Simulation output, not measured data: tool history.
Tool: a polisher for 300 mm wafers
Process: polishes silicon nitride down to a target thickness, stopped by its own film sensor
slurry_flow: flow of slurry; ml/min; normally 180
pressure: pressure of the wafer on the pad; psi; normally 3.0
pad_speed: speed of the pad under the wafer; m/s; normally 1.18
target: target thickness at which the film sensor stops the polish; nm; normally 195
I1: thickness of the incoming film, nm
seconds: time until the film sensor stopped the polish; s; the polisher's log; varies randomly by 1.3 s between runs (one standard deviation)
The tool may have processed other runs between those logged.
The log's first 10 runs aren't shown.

Run 11, hour 496.8: usual settings; I1 384.1. Result: seconds 99.1 s.
Run 12, hour 554.1: usual settings; I1 390.9. Result: seconds 107.1 s.
At hour 610.1: head pressure recalibrated.
Run 13, hour 611.5: usual settings but target 142 nm; I1 389.0. Result: seconds 139.6 s.
At hour 625.5: worn pad replaced by a new one.
Run 14, hour 649.7: usual settings but target 142 nm; I1 390.6. Result: seconds 128.3 s.
Run 15, hour 687.5: usual settings but target 142 nm; I1 388.2. Result: seconds 127.1 s.
Run 16, hour 740.5: usual settings but slurry_flow 140 ml/min, pad_speed 0.92 m/s; I1 390.1. Result: seconds 132.2 s.
Run 17, hour 768.5: usual settings but slurry_flow 215 ml/min, pad_speed 0.90 m/s; I1 387.1. Result: seconds 123.9 s.
Run 18, hour 887.1: usual settings but pad_speed 1.32 m/s, target 249 nm; I1 383.2. Result: seconds 67.5 s.
Run 19, hour 933.2: usual settings but slurry_flow 210 ml/min, pressure 2.2 psi, pad_speed 1.38 m/s, target 238 nm; I1 388.9. Result: seconds 97.0 s.
At hour 969.4: slurry nozzle cleaned.
Run 20, hour 1002.8: usual settings; I1 381.1. Result: seconds 104.2 s.
At hour 1026.0: worn pad replaced by a new one.
Run 21, hour 1065.5: usual settings but pressure 2.7 psi; I1 395.3. Result: seconds 110.6 s.
Run 22, hour 1100.7: usual settings; I1 390.3. Result: seconds 96.9 s.
Run 23, hour 1170.2: usual settings; I1 383.0. Result: seconds 99.2 s.
Run 24, hour 1199.6: usual settings but slurry_flow 200 ml/min, target 218 nm; I1 394.2. Result: seconds 91.3 s.
Run 25, hour 1270.8: usual settings but pressure 2.4 psi, pad_speed 0.98 m/s; I1 392.2. Result: seconds 150.6 s.
Run 26, hour 1316.6: usual settings but slurry_flow 160 ml/min; I1 389.2. Result: seconds 106.7 s.
Run 27, hour 1358.5: usual settings but slurry_flow 210 ml/min, pressure 3.5 psi, target 148 nm; I1 384.2. Result: seconds 104.6 s.
At hour 1426.1: worn pad replaced by a new one.
Run 28, hour 1487.0: usual settings but pressure 2.1 psi; I1 390.2. Result: seconds 143.0 s.
Run 29, hour 1537.3: usual settings; I1 386.6. Result: seconds 103.1 s.
At hour 1555.8: head pressure recalibrated.
At hour 1560.0: slurry nozzle cleaned.
Run 30, hour 1568.3: usual settings but slurry_flow 245 ml/min, pressure 2.7 psi, pad_speed 0.86 m/s, target 150 nm; I1 392.6. Result: seconds 177.8 s.
Run 31, hour 1614.7: usual settings; I1 387.1. Result: seconds 103.9 s.
Run 32, hour 1638.8: usual settings; I1 396.5. Result: seconds 111.3 s.

Predict the results of run 33:
Run 33, hour 1676.4: usual settings but target 169 nm; I1 394.3. Result: seconds ?.

Logged for run 33: seconds 123.2 s.
Had the tool carried no hidden state, the very same run would have given seconds 111.8 s.
